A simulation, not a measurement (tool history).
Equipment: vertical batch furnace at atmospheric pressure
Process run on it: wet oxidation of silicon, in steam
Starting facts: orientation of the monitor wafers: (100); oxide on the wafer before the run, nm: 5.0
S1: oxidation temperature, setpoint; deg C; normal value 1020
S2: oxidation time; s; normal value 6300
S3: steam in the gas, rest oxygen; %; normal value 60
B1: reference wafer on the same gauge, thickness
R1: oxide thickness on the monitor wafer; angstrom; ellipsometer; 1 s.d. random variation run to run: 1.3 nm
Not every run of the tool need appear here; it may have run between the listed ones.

run    hour    S1    S2  S3      B1      R1
  1     0.0  1020  6300  60  444.93  5120.7
        3.7  -- gauge calibrated
  2    53.6  1020  6300  60  434.27  5027.6
  3    82.9  1020  6300  60  433.89  5022.3
  4   140.0  1020  6300  60  433.72  5034.1
  5   174.9  1020  6300  60  434.16  5019.9
  6   243.4  1020  6300  60  434.29  5029.1
  7   310.3  1013  6300  60  434.68  4804.1
  8   445.6  1013  6300  60  435.41  4832.1
  9   513.0  1020  6300  60  435.79  5045.7
 10   565.5  1020  6300  60  436.52  5054.4
 11   596.8  1020  3810  52  436.51  3313.4
 12   655.7  1020  3810  52  437.28  3322.0
 13   703.9  1020  3810  52  437.66  3314.9
      762.8  -- steam generator serviced
 14   763.3  1020  6300  60  438.82  5059.4
 15   790.5  1020  7950  60  438.55  5875.5
 16   850.7   997  8040  63  440.22  5283.7
 17   880.7  1010  8400  63  440.22  5938.4
      896.4  -- gauge calibrated
      924.0  -- thermocouples replaced and temperature profile calibrated
 18   924.5  1020  5340  60  432.90  4505.1
 19   941.7  1020  6300  60  432.66  5011.5
 20   976.3  1020  3810  52  432.49  3274.4
 21  1012.8  1020  4470  71  432.82  4463.8
 22  1066.1   995  6300  52  433.29  3834.2
 23  1102.2  1036  8250  60  433.37  6482.3
 24  1131.4  1020  6300  60  433.62  5027.7
 25  1181.8  1044  6300  60  433.17  5750.6
 26  1213.6  1002  6300  60  433.30  4467.4
 27  1266.9   997  8040  63  433.85  5250.5

List, for all runs, the conditions of the tool that the log does not record:
true tube temperature minus thermocouple reading, K: 0, the same for each run
steam share off its setpoint, % of the setpoint: 0, the same for each run
H1: gauge reads high (%)
run        H1
  1      2.54
  2   -0.0609
  3   -0.0536
  4   -0.0301
  5  -0.00953
  6    0.0444
  7     0.114
  8     0.308
  9     0.431
 10     0.539
 11     0.608
 12     0.748
 13     0.873
 14      1.04
 15      1.12
 16      1.31
 17      1.41
 18    -0.303
 19    -0.301
 20    -0.293
 21    -0.279
 22     -0.25
 23    -0.224
 24    -0.199
 25    -0.149
 26    -0.112
 27   -0.0422
